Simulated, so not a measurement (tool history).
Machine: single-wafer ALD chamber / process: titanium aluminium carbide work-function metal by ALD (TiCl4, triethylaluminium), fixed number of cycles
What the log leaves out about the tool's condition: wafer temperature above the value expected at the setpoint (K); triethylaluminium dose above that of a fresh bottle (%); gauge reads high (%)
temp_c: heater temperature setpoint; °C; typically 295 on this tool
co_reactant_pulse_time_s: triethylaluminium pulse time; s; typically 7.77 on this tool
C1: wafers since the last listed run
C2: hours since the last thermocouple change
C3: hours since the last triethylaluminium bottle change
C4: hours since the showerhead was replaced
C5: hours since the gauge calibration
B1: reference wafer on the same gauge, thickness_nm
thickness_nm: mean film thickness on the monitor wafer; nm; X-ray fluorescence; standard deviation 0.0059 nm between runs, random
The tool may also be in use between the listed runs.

run 1 hour=0.0 | temp_c=295 co_reactant_pulse_time_s=7.77 | C1=0 C2=1703.5 C3=755.1 C4=3375.7 C5=2.2 | B1=1.900 | thickness_nm=1.721
run 2 hour=61.3 | temp_c=295 co_reactant_pulse_time_s=7.77 | C1=535 C2=1764.8 C3=816.4 C4=3437.0 C5=63.5 | B1=1.901 | thickness_nm=1.715
run 3 hour=121.9 | temp_c=302 co_reactant_pulse_time_s=7.77 | C1=529 C2=1825.4 C3=877.0 C4=3497.6 C5=124.1 | B1=1.901 | thickness_nm=1.763
run 4 hour=188.4 | temp_c=302 co_reactant_pulse_time_s=7.77 | C1=581 C2=1891.9 C3=943.5 C4=3564.1 C5=190.6 | B1=1.900 | thickness_nm=1.760
run 5 hour=239.3 | temp_c=302 co_reactant_pulse_time_s=7.77 | C1=444 C2=1942.8 C3=994.4 C4=3615.0 C5=241.5 | B1=1.898 | thickness_nm=1.753
run 6 hour=339.0 | temp_c=295 co_reactant_pulse_time_s=7.77 | C1=871 C2=2042.5 C3=1094.1 C4=3714.7 C5=341.2 | B1=1.900 | thickness_nm=1.698
run 7 hour=391.4 | temp_c=295 co_reactant_pulse_time_s=7.77 | C1=457 C2=2094.9 C3=1146.5 C4=3767.1 C5=393.6 | B1=1.899 | thickness_nm=1.689
run 8 hour=425.4 | temp_c=295 co_reactant_pulse_time_s=7.77 | C1=297 C2=2128.9 C3=1180.5 C4=3801.1 C5=427.6 | B1=1.901 | thickness_nm=1.699
-- hour=456.1 triethylaluminium bottle replaced
-- hour=487.7 thermocouple changed; heater temperature recalibrated
run 9 hour=490.7 | temp_c=299 co_reactant_pulse_time_s=7.77 | C1=430 C2=3.0 C3=34.6 C4=3866.4 C5=492.9 | B1=1.898 | thickness_nm=1.793
-- hour=525.2 showerhead replaced
run 10 hour=560.9 | temp_c=299 co_reactant_pulse_time_s=7.77 | C1=543 C2=73.2 C3=104.8 C4=35.7 C5=563.1 | B1=1.898 | thickness_nm=1.784
-- hour=597.7 gauge calibrated
run 11 hour=629.8 | temp_c=290 co_reactant_pulse_time_s=5.57 | C1=602 C2=142.1 C3=173.7 C4=104.6 C5=32.1 | B1=1.901 | thickness_nm=1.515
run 12 hour=673.0 | temp_c=295 co_reactant_pulse_time_s=7.77 | C1=377 C2=185.3 C3=216.9 C4=147.8 C5=75.3 | B1=1.901 | thickness_nm=1.752
run 13 hour=732.6 | temp_c=304 co_reactant_pulse_time_s=6.30 | C1=520 C2=244.9 C3=276.5 C4=207.4 C5=134.9 | B1=1.901 | thickness_nm=1.676
run 14 hour=778.6 | temp_c=281 co_reactant_pulse_time_s=5.37 | C1=402 C2=290.9 C3=322.5 C4=253.4 C5=180.9 | B1=1.898 | thickness_nm=1.413
run 15 hour=812.7 | temp_c=309 co_reactant_pulse_time_s=10.09 | C1=298 C2=325.0 C3=356.6 C4=287.5 C5=215.0 | B1=1.900 | thickness_nm=1.954
run 16 hour=863.9 | temp_c=287 co_reactant_pulse_time_s=10.87 | C1=447 C2=376.2 C3=407.8 C4=338.7 C5=266.2 | B1=1.901 | thickness_nm=1.807
run 17 hour=908.6 | temp_c=295 co_reactant_pulse_time_s=7.77 | C1=390 C2=420.9 C3=452.5 C4=383.4 C5=310.9 | B1=1.901 | thickness_nm=1.747
run 18 hour=976.4 | temp_c=280 co_reactant_pulse_time_s=9.40 | C1=592 C2=488.7 C3=520.3 C4=451.2 C5=378.7 | B1=1.899 | thickness_nm=1.714
run 19 hour=1036.5 | temp_c=295 co_reactant_pulse_time_s=9.96 | C1=525 C2=548.8 C3=580.4 C4=511.3 C5=438.8 | B1=1.900 | thickness_nm=1.827
run 20 hour=1096.0 | temp_c=309 co_reactant_pulse_time_s=6.49 | C1=519 C2=608.3 C3=639.9 C4=570.8 C5=498.3 | B1=1.900 | thickness_nm=1.704

Below are 3 alternative next runs, each starting from the tool's condition after run 20. Predict each:
run A hour=1096.4 | temp_c=303 co_reactant_pulse_time_s=7.77 | C1=3 C2=608.7 C3=640.3 C4=571.2 C5=498.7 | B1=? | thickness_nm=?
run B hour=1096.4 | temp_c=282 co_reactant_pulse_time_s=10.15 | C1=3 C2=608.7 C3=640.3 C4=571.2 C5=498.7 | B1=? | thickness_nm=?
run C hour=1096.4 | temp_c=295 co_reactant_pulse_time_s=4.84 | C1=3 C2=608.7 C3=640.3 C4=571.2 C5=498.7 | B1=? | thickness_nm=?

run=A B1=1.897 thickness_nm=1.780
run=B B1=1.897 thickness_nm=1.742
run=C B1=1.897 thickness_nm=1.375
The same runs, with their run-to-run variation unchanged, on a tool lacking any hidden condition would have given:
run=A thickness_nm=1.838
run=B thickness_nm=1.771
run=C thickness_nm=1.470

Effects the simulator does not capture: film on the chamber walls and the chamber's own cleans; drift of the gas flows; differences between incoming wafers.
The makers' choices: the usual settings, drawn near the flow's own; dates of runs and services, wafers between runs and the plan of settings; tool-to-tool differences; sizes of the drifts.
